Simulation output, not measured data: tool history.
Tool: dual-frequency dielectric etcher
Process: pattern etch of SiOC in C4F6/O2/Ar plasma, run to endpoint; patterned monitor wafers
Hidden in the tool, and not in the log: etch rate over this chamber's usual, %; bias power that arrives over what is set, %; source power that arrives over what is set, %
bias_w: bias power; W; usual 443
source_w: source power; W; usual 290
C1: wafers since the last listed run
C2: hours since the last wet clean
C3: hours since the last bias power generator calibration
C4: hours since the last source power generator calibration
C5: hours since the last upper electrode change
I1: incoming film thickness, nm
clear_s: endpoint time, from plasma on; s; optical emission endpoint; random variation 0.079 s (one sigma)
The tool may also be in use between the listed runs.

{"run": 1, "hour": 0.0, "bias_w": 443, "source_w": 290, "C1": 0, "C2": 576.6, "C3": 3746.3, "C4": 1526.2, "C5": 2020.9, "I1": 30.73, "clear_s": 11.3}
{"hour": 22.0, "done": "wet clean of the chamber"}
{"run": 2, "hour": 43.3, "bias_w": 500, "source_w": 310, "C1": 286, "C2": 21.3, "C3": 3789.6, "C4": 1569.5, "C5": 2064.2, "I1": 30.5, "clear_s": 11.1}
{"run": 3, "hour": 256.1, "bias_w": 443, "source_w": 290, "C1": 2863, "C2": 234.1, "C3": 4002.4, "C4": 1782.3, "C5": 2277.0, "I1": 30.44, "clear_s": 11.5}
{"run": 4, "hour": 313.4, "bias_w": 443, "source_w": 290, "C1": 771, "C2": 291.4, "C3": 4059.7, "C4": 1839.6, "C5": 2334.3, "I1": 30.69, "clear_s": 11.5}
{"run": 5, "hour": 342.6, "bias_w": 443, "source_w": 290, "C1": 392, "C2": 320.6, "C3": 4088.9, "C4": 1868.8, "C5": 2363.5, "I1": 30.04, "clear_s": 11.2}
{"run": 6, "hour": 382.7, "bias_w": 443, "source_w": 290, "C1": 539, "C2": 360.7, "C3": 4129.0, "C4": 1908.9, "C5": 2403.6, "I1": 30.49, "clear_s": 11.4}
{"run": 7, "hour": 490.2, "bias_w": 443, "source_w": 290, "C1": 1446, "C2": 468.2, "C3": 4236.5, "C4": 2016.4, "C5": 2511.1, "I1": 30.37, "clear_s": 11.3}
{"run": 8, "hour": 623.6, "bias_w": 443, "source_w": 290, "C1": 1795, "C2": 601.6, "C3": 4369.9, "C4": 2149.8, "C5": 2644.5, "I1": 30.58, "clear_s": 11.2}
{"run": 9, "hour": 674.3, "bias_w": 443, "source_w": 290, "C1": 682, "C2": 652.3, "C3": 4420.6, "C4": 2200.5, "C5": 2695.2, "I1": 30.6, "clear_s": 11.2}
{"hour": 739.4, "done": "wet clean of the chamber"}
{"run": 10, "hour": 739.9, "bias_w": 358, "source_w": 290, "C1": 559, "C2": 0.5, "C3": 4486.2, "C4": 2266.1, "C5": 2760.8, "I1": 30.48, "clear_s": 12.2}
{"run": 11, "hour": 769.9, "bias_w": 358, "source_w": 290, "C1": 403, "C2": 30.5, "C3": 4516.2, "C4": 2296.1, "C5": 2790.8, "I1": 30.57, "clear_s": 12.2}
{"run": 12, "hour": 815.1, "bias_w": 358, "source_w": 290, "C1": 608, "C2": 75.7, "C3": 4561.4, "C4": 2341.3, "C5": 2836.0, "I1": 30.49, "clear_s": 12.0}
{"run": 13, "hour": 872.6, "bias_w": 443, "source_w": 290, "C1": 773, "C2": 133.2, "C3": 4618.9, "C4": 2398.8, "C5": 2893.5, "I1": 30.37, "clear_s": 11.5}
{"run": 14, "hour": 917.3, "bias_w": 443, "source_w": 290, "C1": 601, "C2": 177.9, "C3": 4663.6, "C4": 2443.5, "C5": 2938.2, "I1": 30.65, "clear_s": 11.5}
{"run": 15, "hour": 972.1, "bias_w": 384, "source_w": 290, "C1": 737, "C2": 232.7, "C3": 4718.4, "C4": 2498.3, "C5": 2993.0, "I1": 30.63, "clear_s": 11.8}
{"run": 16, "hour": 1036.0, "bias_w": 384, "source_w": 290, "C1": 859, "C2": 296.6, "C3": 4782.3, "C4": 2562.2, "C5": 3056.9, "I1": 30.46, "clear_s": 11.8}
{"run": 17, "hour": 1098.7, "bias_w": 443, "source_w": 290, "C1": 843, "C2": 359.3, "C3": 4845.0, "C4": 2624.9, "C5": 3119.6, "I1": 30.54, "clear_s": 11.3}
{"hour": 1131.3, "done": "bias power generator calibrated"}
{"run": 18, "hour": 1141.9, "bias_w": 443, "source_w": 310, "C1": 527, "C2": 402.5, "C3": 10.6, "C4": 2668.1, "C5": 3162.8, "I1": 30.47, "clear_s": 11.1}

Forecast run 19:
{"run": 19, "hour": 1171.9, "bias_w": 443, "source_w": 360, "C1": 403, "C2": 432.5, "C3": 40.6, "C4": 2698.1, "C5": 3192.8, "I1": 30.46, "clear_s": "?"}

{"run 19": {"clear_s": 10.3}}
Without the tool's hidden state the same run would have given clear_s 10.7 s.

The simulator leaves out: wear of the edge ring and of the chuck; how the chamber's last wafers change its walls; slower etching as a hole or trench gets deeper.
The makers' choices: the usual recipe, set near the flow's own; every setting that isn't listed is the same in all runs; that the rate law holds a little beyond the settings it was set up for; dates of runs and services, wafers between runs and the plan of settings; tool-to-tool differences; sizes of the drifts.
